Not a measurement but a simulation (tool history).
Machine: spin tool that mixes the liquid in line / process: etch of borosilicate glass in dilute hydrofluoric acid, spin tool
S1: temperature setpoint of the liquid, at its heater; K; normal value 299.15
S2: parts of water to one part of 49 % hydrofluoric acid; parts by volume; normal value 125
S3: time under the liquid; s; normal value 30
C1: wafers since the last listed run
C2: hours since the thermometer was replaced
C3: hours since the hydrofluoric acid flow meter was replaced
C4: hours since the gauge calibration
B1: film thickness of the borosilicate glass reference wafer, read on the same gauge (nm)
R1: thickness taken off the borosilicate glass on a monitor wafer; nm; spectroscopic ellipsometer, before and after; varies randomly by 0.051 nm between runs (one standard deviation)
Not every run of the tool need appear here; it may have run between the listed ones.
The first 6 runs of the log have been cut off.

{"run": 7, "hour": 288.1, "S1": 299.15, "S2": 125, "S3": 30, "C1": 690, "C2": 699.1, "C3": 132.1, "C4": 416.6, "B1": 140.02, "R1": 8.06}
{"run": 8, "hour": 341.5, "S1": 299.15, "S2": 125, "S3": 30, "C1": 1056, "C2": 752.5, "C3": 185.5, "C4": 470.0, "B1": 139.99, "R1": 8.13}
{"run": 9, "hour": 380.4, "S1": 299.15, "S2": 125, "S3": 30, "C1": 769, "C2": 791.4, "C3": 224.4, "C4": 508.9, "B1": 139.98, "R1": 8.09}
{"run": 10, "hour": 423.7, "S1": 299.15, "S2": 125, "S3": 30, "C1": 856, "C2": 834.7, "C3": 267.7, "C4": 552.2, "B1": 140.01, "R1": 8.13}
{"run": 11, "hour": 485.4, "S1": 299.15, "S2": 125, "S3": 30, "C1": 1221, "C2": 896.4, "C3": 329.4, "C4": 613.9, "B1": 140.0, "R1": 8.08}
{"run": 12, "hour": 525.6, "S1": 299.15, "S2": 125, "S3": 30, "C1": 795, "C2": 936.6, "C3": 369.6, "C4": 654.1, "B1": 140.0, "R1": 8.08}
{"run": 13, "hour": 597.4, "S1": 299.15, "S2": 125, "S3": 30, "C1": 1420, "C2": 1008.4, "C3": 441.4, "C4": 725.9, "B1": 139.99, "R1": 8.08}
{"run": 14, "hour": 642.1, "S1": 299.15, "S2": 125, "S3": 30, "C1": 884, "C2": 1053.1, "C3": 486.1, "C4": 770.6, "B1": 139.98, "R1": 8.07}
{"run": 15, "hour": 705.2, "S1": 299.15, "S2": 85, "S3": 20, "C1": 1248, "C2": 1116.2, "C3": 549.2, "C4": 833.7, "B1": 139.99, "R1": 8.29}
{"run": 16, "hour": 737.2, "S1": 299.15, "S2": 80, "S3": 30, "C1": 633, "C2": 1148.2, "C3": 581.2, "C4": 865.7, "B1": 139.98, "R1": 13.3}
{"run": 17, "hour": 765.1, "S1": 301.15, "S2": 125, "S3": 30, "C1": 552, "C2": 1176.1, "C3": 609.1, "C4": 893.6, "B1": 140.02, "R1": 8.74}
{"run": 18, "hour": 821.1, "S1": 299.15, "S2": 125, "S3": 30, "C1": 1108, "C2": 1232.1, "C3": 665.1, "C4": 949.6, "B1": 140.0, "R1": 8.09}
{"run": 19, "hour": 867.2, "S1": 297.65, "S2": 150, "S3": 15, "C1": 912, "C2": 1278.2, "C3": 711.2, "C4": 995.7, "B1": 140.03, "R1": 3.11}
{"hour": 879.9, "done": "thermometer replaced"}
{"run": 20, "hour": 934.4, "S1": 299.15, "S2": 125, "S3": 40, "C1": 1310, "C2": 54.5, "C3": 778.4, "C4": 1062.9, "B1": 139.99, "R1": 10.65}
{"run": 21, "hour": 987.2, "S1": 296.15, "S2": 170, "S3": 40, "C1": 1044, "C2": 107.3, "C3": 831.2, "C4": 1115.7, "B1": 139.98, "R1": 6.57}
{"run": 22, "hour": 1013.5, "S1": 303.65, "S2": 140, "S3": 30, "C1": 520, "C2": 133.6, "C3": 857.5, "C4": 1142.0, "B1": 139.99, "R1": 8.26}
{"hour": 1045.5, "done": "hydrofluoric acid flow meter replaced"}
{"run": 23, "hour": 1068.8, "S1": 301.65, "S2": 170, "S3": 30, "C1": 1074, "C2": 188.9, "C3": 23.3, "C4": 1197.3, "B1": 140.02, "R1": 6.07}
{"run": 24, "hour": 1140.6, "S1": 303.65, "S2": 125, "S3": 40, "C1": 1420, "C2": 260.7, "C3": 95.1, "C4": 1269.1, "B1": 140.02, "R1": 12.58}
{"run": 25, "hour": 1199.1, "S1": 301.65, "S2": 170, "S3": 30, "C1": 1157, "C2": 319.2, "C3": 153.6, "C4": 1327.6, "B1": 140.0, "R1": 6.04}
{"hour": 1239.5, "done": "gauge calibrated"}
{"run": 26, "hour": 1265.0, "S1": 299.15, "S2": 110, "S3": 50, "C1": 1304, "C2": 385.1, "C3": 219.5, "C4": 25.5, "B1": 140.0, "R1": 15.48}
{"run": 27, "hour": 1328.4, "S1": 299.15, "S2": 125, "S3": 25, "C1": 1254, "C2": 448.5, "C3": 282.9, "C4": 88.9, "B1": 140.02, "R1": 6.68}
{"run": 28, "hour": 1375.1, "S1": 296.65, "S2": 125, "S3": 15, "C1": 924, "C2": 495.2, "C3": 329.6, "C4": 135.6, "B1": 140.01, "R1": 3.6}
{"run": 29, "hour": 1401.6, "S1": 299.15, "S2": 125, "S3": 30, "C1": 524, "C2": 521.7, "C3": 356.1, "C4": 162.1, "B1": 139.97, "R1": 8.05}
{"run": 30, "hour": 1603.0, "S1": 299.15, "S2": 165, "S3": 20, "C1": 3985, "C2": 723.1, "C3": 557.5, "C4": 363.5, "B1": 139.99, "R1": 3.88}

Forecast each of these 4 alternatives for the next run:
{"run": "A", "hour": 1603.4, "S1": 299.15, "S2": 125, "S3": 30, "C1": 7, "C2": 723.5, "C3": 557.9, "C4": 363.9, "B1": "?", "R1": "?"}
{"run": "B", "hour": 1603.4, "S1": 299.15, "S2": 125, "S3": 35, "C1": 7, "C2": 723.5, "C3": 557.9, "C4": 363.9, "B1": "?", "R1": "?"}
{"run": "C", "hour": 1603.4, "S1": 294.65, "S2": 125, "S3": 30, "C1": 7, "C2": 723.5, "C3": 557.9, "C4": 363.9, "B1": "?", "R1": "?"}
{"run": "D", "hour": 1603.4, "S1": 296.65, "S2": 95, "S3": 40, "C1": 7, "C2": 723.5, "C3": 557.9, "C4": 363.9, "B1": "?", "R1": "?"}

run=A B1=140.00 R1=8.03
run=B B1=140.00 R1=9.36
run=C B1=140.00 R1=6.74
run=D B1=140.00 R1=13.27
Had the tool no hidden state, the same runs would have come out as:
run=A R1=7.84
run=B R1=9.15
run=C R1=6.58
run=D R1=12.95
